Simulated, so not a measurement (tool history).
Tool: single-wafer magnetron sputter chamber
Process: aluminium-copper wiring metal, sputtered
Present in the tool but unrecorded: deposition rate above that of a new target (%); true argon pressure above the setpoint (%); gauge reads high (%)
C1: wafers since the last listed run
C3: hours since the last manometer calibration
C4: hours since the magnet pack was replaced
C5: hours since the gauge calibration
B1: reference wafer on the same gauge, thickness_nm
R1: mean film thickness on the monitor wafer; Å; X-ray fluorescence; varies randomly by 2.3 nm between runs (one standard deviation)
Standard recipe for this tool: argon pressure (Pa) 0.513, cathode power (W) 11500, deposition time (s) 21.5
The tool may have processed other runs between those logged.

run 1 hour=0 | argon_pressure_(Pa)=0.513 cathode_power_(W)=11500 deposition_time_(s)=21.5 | C1=0 wafers_on_the_sputter_target=1570 C3=2599.8 C4=5569.9 C5=554 | B1=504.621 | R1=4170.24
-- hour=17.5 gauge calibrated
run 2 hour=22.2 | argon_pressure_(Pa)=0.513 cathode_power_(W)=11500 deposition_time_(s)=21.5 | C1=480 wafers_on_the_sputter_target=2051 C3=2622 C4=5592.1 C5=4.7 | B1=505.033 | R1=4177.49
run 3 hour=39 | argon_pressure_(Pa)=0.462 cathode_power_(W)=10100 deposition_time_(s)=21.5 | C1=363 wafers_on_the_sputter_target=2415 C3=2638.8 C4=5608.9 C5=21.5 | B1=505.38 | R1=3713.98
run 4 hour=67.3 | argon_pressure_(Pa)=0.513 cathode_power_(W)=12550 deposition_time_(s)=21.5 | C1=613 wafers_on_the_sputter_target=3028 C3=2667.1 C4=5637.2 C5=49.8 | B1=505.477 | R1=4555.44
run 5 hour=102.8 | argon_pressure_(Pa)=0.513 cathode_power_(W)=9750 deposition_time_(s)=20 | C1=769 wafers_on_the_sputter_target=3797 C3=2702.6 C4=5672.7 C5=85.3 | B1=504.79 | R1=3268.7
-- hour=121.3 sputter target and shields replaced
run 6 hour=133.2 | argon_pressure_(Pa)=0.513 cathode_power_(W)=9750 deposition_time_(s)=20 | C1=485 wafers_on_the_sputter_target=258 C3=2733 C4=5703.1 C5=115.7 | B1=505.046 | R1=3414.39
run 7 hour=166.4 | argon_pressure_(Pa)=0.513 cathode_power_(W)=9750 deposition_time_(s)=20 | C1=719 wafers_on_the_sputter_target=977 C3=2766.2 C4=5736.3 C5=148.9 | B1=505.846 | R1=3344.08
run 8 hour=183.7 | argon_pressure_(Pa)=0.513 cathode_power_(W)=11500 deposition_time_(s)=21.5 | C1=374 wafers_on_the_sputter_target=1352 C3=2783.5 C4=5753.6 C5=166.2 | B1=504.811 | R1=4234.91
run 9 hour=198.3 | argon_pressure_(Pa)=0.513 cathode_power_(W)=11500 deposition_time_(s)=21.5 | C1=316 wafers_on_the_sputter_target=1668 C3=2798.1 C4=5768.2 C5=180.8 | B1=504.822 | R1=4208.35
run 10 hour=226.2 | argon_pressure_(Pa)=0.513 cathode_power_(W)=11500 deposition_time_(s)=21.5 | C1=604 wafers_on_the_sputter_target=2273 C3=2826 C4=5796.1 C5=208.7 | B1=504.911 | R1=4175.58
run 11 hour=240.3 | argon_pressure_(Pa)=0.513 cathode_power_(W)=11500 deposition_time_(s)=21.5 | C1=305 wafers_on_the_sputter_target=2578 C3=2840.1 C4=5810.2 C5=222.8 | B1=505.168 | R1=4195.41
-- hour=310.8 sputter target and shields replaced
-- hour=326 magnet pack replaced, of another model than before
run 12 hour=341.5 | argon_pressure_(Pa)=0.513 cathode_power_(W)=11500 deposition_time_(s)=21.5 | C1=1845 wafers_on_the_sputter_target=492 C3=2941.3 C4=15.5 C5=324 | B1=505.158 | R1=4275.67
run 13 hour=365.9 | argon_pressure_(Pa)=0.513 cathode_power_(W)=11500 deposition_time_(s)=21.5 | C1=528 wafers_on_the_sputter_target=1021 C3=2965.7 C4=39.9 C5=348.4 | B1=505.237 | R1=4200.92
run 14 hour=389.6 | argon_pressure_(Pa)=0.513 cathode_power_(W)=11500 deposition_time_(s)=21.5 | C1=513 wafers_on_the_sputter_target=1534 C3=2989.4 C4=63.6 C5=372.1 | B1=504.893 | R1=4227.77
run 15 hour=406.3 | argon_pressure_(Pa)=0.513 cathode_power_(W)=11500 deposition_time_(s)=21.5 | C1=361 wafers_on_the_sputter_target=1896 C3=3006.1 C4=80.3 C5=388.8 | B1=504.991 | R1=4208.76
run 16 hour=426 | argon_pressure_(Pa)=0.513 cathode_power_(W)=11500 deposition_time_(s)=21.5 | C1=426 wafers_on_the_sputter_target=2323 C3=3025.8 C4=100 C5=408.5 | B1=505.743 | R1=4192.62
run 17 hour=438.4 | argon_pressure_(Pa)=0.513 cathode_power_(W)=11500 deposition_time_(s)=21.5 | C1=268 wafers_on_the_sputter_target=2591 C3=3038.2 C4=112.4 C5=420.9 | B1=505.396 | R1=4161.07
run 18 hour=472.3 | argon_pressure_(Pa)=0.513 cathode_power_(W)=11500 deposition_time_(s)=21.5 | C1=734 wafers_on_the_sputter_target=3326 C3=3072.1 C4=146.3 C5=454.8 | B1=504.236 | R1=4194.01
run 19 hour=485.1 | argon_pressure_(Pa)=0.513 cathode_power_(W)=11500 deposition_time_(s)=21.5 | C1=277 wafers_on_the_sputter_target=3603 C3=3084.9 C4=159.1 C5=467.6 | B1=505.303 | R1=4168.56
run 20 hour=500.2 | argon_pressure_(Pa)=0.347 cathode_power_(W)=8950 deposition_time_(s)=17.4 | C1=327 wafers_on_the_sputter_target=3930 C3=3100 C4=174.2 C5=482.7 | B1=504.494 | R1=2741.1
-- hour=528.2 capacitance manometer re-zeroed and calibrated
-- hour=533.4 sputter target and shields replaced
run 21 hour=546.4 | argon_pressure_(Pa)=0.709 cathode_power_(W)=14350 deposition_time_(s)=17.9 | C1=716 wafers_on_the_sputter_target=282 C3=18.2 C4=220.4 C5=528.9 | B1=504.685 | R1=4205.2
run 22 hour=561.6 | argon_pressure_(Pa)=0.57 cathode_power_(W)=12400 deposition_time_(s)=19.7 | C1=329 wafers_on_the_sputter_target=611 C3=33.4 C4=235.6 C5=544.1 | B1=504.987 | R1=4127.57
-- hour=584.1 gauge calibrated
run 23 hour=595 | argon_pressure_(Pa)=0.567 cathode_power_(W)=11500 deposition_time_(s)=19 | C1=723 wafers_on_the_sputter_target=1335 C3=66.8 C4=269 C5=10.9 | B1=504.367 | R1=3675.82
run 24 hour=648.7 | argon_pressure_(Pa)=0.513 cathode_power_(W)=10300 deposition_time_(s)=21.5 | C1=1163 wafers_on_the_sputter_target=2498 C3=120.5 C4=322.7 C5=64.6 | B1=505.355 | R1=3745.78
run 25 hour=682.2 | argon_pressure_(Pa)=0.574 cathode_power_(W)=14300 deposition_time_(s)=21.5 | C1=725 wafers_on_the_sputter_target=3224 C3=154 C4=356.2 C5=98.1 | B1=503.948 | R1=5037.18
run 26 hour=701.3 | argon_pressure_(Pa)=0.513 cathode_power_(W)=11500 deposition_time_(s)=19.3 | C1=413 wafers_on_the_sputter_target=3638 C3=173.1 C4=375.3 C5=117.2 | B1=505.285 | R1=3736.25
run 27 hour=722 | argon_pressure_(Pa)=0.513 cathode_power_(W)=11500 deposition_time_(s)=21.5 | C1=448 wafers_on_the_sputter_target=4086 C3=193.8 C4=396 C5=137.9 | B1=505.239 | R1=4149.11
-- hour=750.3 sputter target and shields replaced
run 28 hour=801.3 | argon_pressure_(Pa)=0.513 cathode_power_(W)=14150 deposition_time_(s)=21.5 | C1=1544 wafers_on_the_sputter_target=1105 C3=273.1 C4=475.3 C5=217.2 | B1=505.691 | R1=5192.03
run 29 hour=820.5 | argon_pressure_(Pa)=0.513 cathode_power_(W)=10700 deposition_time_(s)=24 | C1=415 wafers_on_the_sputter_target=1521 C3=292.3 C4=494.5 C5=236.4 | B1=504.962 | R1=4389.83
run 30 hour=843.5 | argon_pressure_(Pa)=0.609 cathode_power_(W)=13050 deposition_time_(s)=21.5 | C1=498 wafers_on_the_sputter_target=2020 C3=315.3 C4=517.5 C5=259.4 | B1=504.715 | R1=4658.33
run 31 hour=885.3 | argon_pressure_(Pa)=0.513 cathode_power_(W)=11500 deposition_time_(s)=21.5 | C1=905 wafers_on_the_sputter_target=2925 C3=357.1 C4=559.3 C5=301.2 | B1=505.308 | R1=4167.75
run 32 hour=908.1 | argon_pressure_(Pa)=0.615 cathode_power_(W)=11500 deposition_time_(s)=21.5 | C1=493 wafers_on_the_sputter_target=3419 C3=379.9 C4=582.1 C5=324 | B1=505.252 | R1=4078.88
run 33 hour=928.9 | argon_pressure_(Pa)=0.513 cathode_power_(W)=12350 deposition_time_(s)=21.5 | C1=450 wafers_on_the_sputter_target=3870 C3=400.7 C4=602.9 C5=344.8 | B1=505.023 | R1=4491.87
-- hour=946 sputter target and shields replaced
run 34 hour=953.1 | argon_pressure_(Pa)=0.513 cathode_power_(W)=11500 deposition_time_(s)=21.5 | C1=350 wafers_on_the_sputter_target=153 C3=424.9 C4=627.1 C5=369 | B1=504.738 | R1=4305.22

Consider 4 possible next runs. They are alternatives, not a sequence: every one starts from the tool as it was left by run 34. What does each give?
run A hour=953.5 | argon_pressure_(Pa)=0.513 cathode_power_(W)=11500 deposition_time_(s)=21.5 | C1=8 wafers_on_the_sputter_target=162 C3=425.3 C4=627.5 C5=369.4 | B1=? | R1=?
run B hour=953.5 | argon_pressure_(Pa)=0.513 cathode_power_(W)=9050 deposition_time_(s)=21.5 | C1=8 wafers_on_the_sputter_target=162 C3=425.3 C4=627.5 C5=369.4 | B1=? | R1=?
run C hour=953.5 | argon_pressure_(Pa)=0.386 cathode_power_(W)=12400 deposition_time_(s)=21.5 | C1=8 wafers_on_the_sputter_target=162 C3=425.3 C4=627.5 C5=369.4 | B1=? | R1=?
run D hour=953.5 | argon_pressure_(Pa)=0.424 cathode_power_(W)=14350 deposition_time_(s)=21.5 | C1=8 wafers_on_the_sputter_target=162 C3=425.3 C4=627.5 C5=369.4 | B1=? | R1=?

run=A B1=505.33 R1=4292.58
run=B B1=505.33 R1=3378.07
run=C B1=505.33 R1=4786.92
run=D B1=505.33 R1=5483.95
Take away the tool's hidden state, keep each run's random variation, and the runs would have read:
run=A R1=4317.88
run=B R1=3397.99
run=C R1=4815.14
run=D R1=5516.28
